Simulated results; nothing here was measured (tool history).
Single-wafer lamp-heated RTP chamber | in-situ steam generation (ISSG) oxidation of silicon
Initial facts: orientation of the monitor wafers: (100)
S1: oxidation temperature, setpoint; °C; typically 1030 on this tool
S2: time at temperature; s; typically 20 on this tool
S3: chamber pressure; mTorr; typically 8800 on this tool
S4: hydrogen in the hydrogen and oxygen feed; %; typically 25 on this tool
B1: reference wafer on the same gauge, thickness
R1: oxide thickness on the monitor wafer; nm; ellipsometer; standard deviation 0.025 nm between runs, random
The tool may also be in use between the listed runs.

run,day,S1,S2,S3,S4,B1,R1
1,0.000,1019,20,8800,25,5.539,6.388
2,2.933,1019,20,8800,25,5.540,6.424
# day 4.117: pyrometer window cleaned and pyrometer calibrated
3,4.588,1030,20,8800,30,5.537,7.019
4,7.371,1030,20,8800,25,5.541,6.663
5,10.950,1030,20,8800,25,5.539,6.716
6,13.704,1030,20,8800,25,5.539,6.675
7,18.025,1030,20,8800,25,5.534,6.749
8,20.921,1030,20,8800,25,5.542,6.787
9,24.904,1030,20,8800,25,5.546,6.782
# day 25.700: pyrometer window cleaned and pyrometer calibrated
10,28.817,1030,20,8800,25,5.538,6.972
11,32.725,1030,20,8800,25,5.541,6.969
12,37.192,1030,20,8800,25,5.545,6.994
13,38.938,1036,20,8800,25,5.532,7.216
14,50.117,1036,20,8800,25,5.534,7.325
15,52.279,1030,25,7500,25,5.541,7.984
# day 53.675: pyrometer window cleaned and pyrometer calibrated, repeated, since the last time left the tool worse
16,54.279,1030,13,8800,31,5.533,5.720
17,58.071,1045,20,8800,25,5.532,7.239
18,60.679,1042,15,7700,21,5.543,5.958
19,62.371,1030,20,7800,17,5.543,6.186
# day 62.988: gauge calibrated
20,64.988,1019,17,8100,32,5.537,6.336

Run 21 is up next; what results do you expect?
# day 72.933: pyrometer window cleaned and pyrometer calibrated
21,77.462,1047,20,9200,25,?,?

{"run 21": {"B1": 5.546, "R1": 7.26}}
Minus the tool's unlogged condition, the same run would have read R1 7.227 nm.

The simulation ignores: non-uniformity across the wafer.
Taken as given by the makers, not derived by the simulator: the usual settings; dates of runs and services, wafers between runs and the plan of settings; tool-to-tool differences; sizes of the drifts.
